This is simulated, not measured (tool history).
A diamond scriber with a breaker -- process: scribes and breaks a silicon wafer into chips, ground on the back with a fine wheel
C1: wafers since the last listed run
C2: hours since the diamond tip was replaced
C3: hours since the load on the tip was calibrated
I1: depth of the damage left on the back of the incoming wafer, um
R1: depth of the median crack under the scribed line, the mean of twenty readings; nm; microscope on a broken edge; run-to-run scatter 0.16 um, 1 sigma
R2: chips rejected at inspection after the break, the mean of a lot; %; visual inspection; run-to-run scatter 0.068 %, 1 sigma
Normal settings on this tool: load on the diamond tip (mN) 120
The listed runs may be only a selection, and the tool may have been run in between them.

Run 1, hour 0.0: usual settings but load on the diamond tip (mN) 104; C1 0; C2 391.2; C3 896.4; I1 2.03. Result: R1 9430 nm, R2 15.20 %.
Run 2, hour 23.1: usual settings but load on the diamond tip (mN) 104; C1 70; C2 414.3; C3 919.5; I1 2.66. Result: R1 9260 nm, R2 16.08 %.
Run 3, hour 40.0: usual settings but load on the diamond tip (mN) 104; C1 51; C2 431.2; C3 936.4; I1 1.75. Result: R1 9240 nm, R2 14.92 %.
Run 4, hour 53.3: usual settings but load on the diamond tip (mN) 135; C1 40; C2 444.5; C3 949.7; I1 2.22. Result: R1 12040 nm, R2 3.13 %.
Run 5, hour 151.8: usual settings but load on the diamond tip (mN) 135; C1 301; C2 543.0; C3 1048.2; I1 2.01. Result: R1 11720 nm, R2 3.44 %.
Run 6, hour 166.3: usual settings; C1 44; C2 557.5; C3 1062.7; I1 2.91. Result: R1 10400 nm, R2 8.89 %.
Run 7, hour 191.0: usual settings; C1 75; C2 582.2; C3 1087.4; I1 2.45. Result: R1 10280 nm, R2 8.37 %.
Run 8, hour 213.1: usual settings but load on the diamond tip (mN) 146; C1 67; C2 604.3; C3 1109.5; I1 1.86. Result: R1 12480 nm, R2 2.02 %.
Run 9, hour 247.3: usual settings but load on the diamond tip (mN) 98; C1 104; C2 638.5; C3 1143.7; I1 2.60. Result: R1 8370 nm, R2 25.96 %.
Run 10, hour 265.1: usual settings but load on the diamond tip (mN) 98; C1 54; C2 656.3; C3 1161.5; I1 2.13. Result: R1 8100 nm, R2 26.01 %.
Run 11, hour 293.2: usual settings; C1 85; C2 684.4; C3 1189.6; I1 2.05. Result: R1 10080 nm, R2 9.94 %.
Run 12, hour 318.6: usual settings; C1 77; C2 709.8; C3 1215.0; I1 2.19. Result: R1 9900 nm, R2 10.17 %.
Run 13, hour 352.4: usual settings; C1 103; C2 743.6; C3 1248.8; I1 1.94. Result: R1 10060 nm, R2 10.77 %.
Run 14, hour 369.7: usual settings; C1 52; C2 760.9; C3 1266.1; I1 2.40. Result: R1 10140 nm, R2 11.74 %.
Run 15, hour 393.8: usual settings; C1 73; C2 785.0; C3 1290.2; I1 1.57. Result: R1 9740 nm, R2 10.24 %.
Run 16, hour 418.7: usual settings; C1 76; C2 809.9; C3 1315.1; I1 2.73. Result: R1 9800 nm, R2 12.96 %.
Run 17, hour 431.9: usual settings; C1 40; C2 823.1; C3 1328.3; I1 1.95. Result: R1 9560 nm, R2 12.88 %.
Run 18, hour 460.6: usual settings; C1 87; C2 851.8; C3 1357.0; I1 2.96. Result: R1 9850 nm, R2 13.97 %.
Run 19, hour 477.0: usual settings but load on the diamond tip (mN) 97; C1 50; C2 868.2; C3 1373.4; I1 1.51. Result: R1 7480 nm, R2 28.89 %.
At hour 491.8: diamond tip replaced by a new one.
Run 20, hour 492.3: usual settings but load on the diamond tip (mN) 93; C1 40; C2 0.5; C3 1388.7; I1 2.83. Result: R1 8290 nm, R2 24.60 %.
Run 21, hour 520.1: usual settings but load on the diamond tip (mN) 145; C1 85; C2 28.3; C3 1416.5; I1 1.74. Result: R1 13200 nm, R2 1.76 %.
Run 22, hour 546.7: usual settings but load on the diamond tip (mN) 130; C1 81; C2 54.9; C3 1443.1; I1 2.89. Result: R1 11870 nm, R2 4.04 %.
Run 23, hour 575.6: usual settings but load on the diamond tip (mN) 108; C1 88; C2 83.8; C3 1472.0; I1 1.62. Result: R1 9510 nm, R2 10.38 %.
Run 24, hour 592.1: usual settings but load on the diamond tip (mN) 139; C1 50; C2 100.3; C3 1488.5; I1 2.69. Result: R1 12760 nm, R2 2.54 %.
Run 25, hour 625.1: usual settings; C1 100; C2 133.3; C3 1521.5; I1 2.45. Result: R1 11000 nm, R2 6.37 %.
Run 26, hour 658.0: usual settings but load on the diamond tip (mN) 141; C1 100; C2 166.2; C3 1554.4; I1 2.04. Result: R1 12730 nm, R2 2.04 %.
Run 27, hour 690.5: usual settings but load on the diamond tip (mN) 86; C1 99; C2 198.7; C3 1586.9; I1 1.82. Result: R1 7440 nm, R2 30.26 %.
At hour 773.0: load on the tip recalibrated.
Run 28, hour 792.8: usual settings but load on the diamond tip (mN) 96; C1 306; C2 301.0; C3 19.8; I1 1.78. Result: R1 10460 nm, R2 8.69 %.
Run 29, hour 827.6: usual settings; C1 106; C2 335.8; C3 54.6; I1 2.37. Result: R1 12860 nm, R2 2.11 %.
Run 30, hour 841.2: usual settings but load on the diamond tip (mN) 149; C1 41; C2 349.4; C3 68.2; I1 2.06. Result: R1 15650 nm, R2 5.25 %.
Run 31, hour 913.6: usual settings but load on the diamond tip (mN) 103; C1 221; C2 421.8; C3 140.6; I1 1.84. Result: R1 10660 nm, R2 6.77 %.
Run 32, hour 932.2: usual settings but load on the diamond tip (mN) 137; C1 56; C2 440.4; C3 159.2; I1 2.57. Result: R1 14270 nm, R2 2.65 %.
Run 33, hour 966.0: usual settings but load on the diamond tip (mN) 107; C1 103; C2 474.2; C3 193.0; I1 2.73. Result: R1 10990 nm, R2 6.79 %.
Run 34, hour 991.1: usual settings but load on the diamond tip (mN) 133; C1 76; C2 499.3; C3 218.1; I1 2.19. Result: R1 13140 nm, R2 1.99 %.
Run 35, hour 1021.1: usual settings; C1 91; C2 529.3; C3 248.1; I1 1.80. Result: R1 11970 nm, R2 2.57 %.
Run 36, hour 1035.6: usual settings; C1 44; C2 543.8; C3 262.6; I1 2.89. Result: R1 11900 nm, R2 3.64 %.
Run 37, hour 1078.7: usual settings; C1 131; C2 586.9; C3 305.7; I1 1.92. Result: R1 11650 nm, R2 3.15 %.
Run 38, hour 1101.8: usual settings but load on the diamond tip (mN) 94; C1 70; C2 610.0; C3 328.8; I1 2.21. Result: R1 8840 nm, R2 16.67 %.
Run 39, hour 1120.3: usual settings but load on the diamond tip (mN) 136; C1 56; C2 628.5; C3 347.3; I1 2.89. Result: R1 12940 nm, R2 2.40 %.

What will run 40 give?
Run 40, hour 1150.9: usual settings but load on the diamond tip (mN) 91; C1 93; C2 659.1; C3 377.9; I1 1.70. Result: R1 ?, R2 ?.

Run 40 produced R1 8450 nm, R2 22.94 %.
Take away the tool's hidden state, keep the run-to-run variation as it was, and the same run would have given R1 9710 nm, R2 12.49 %.
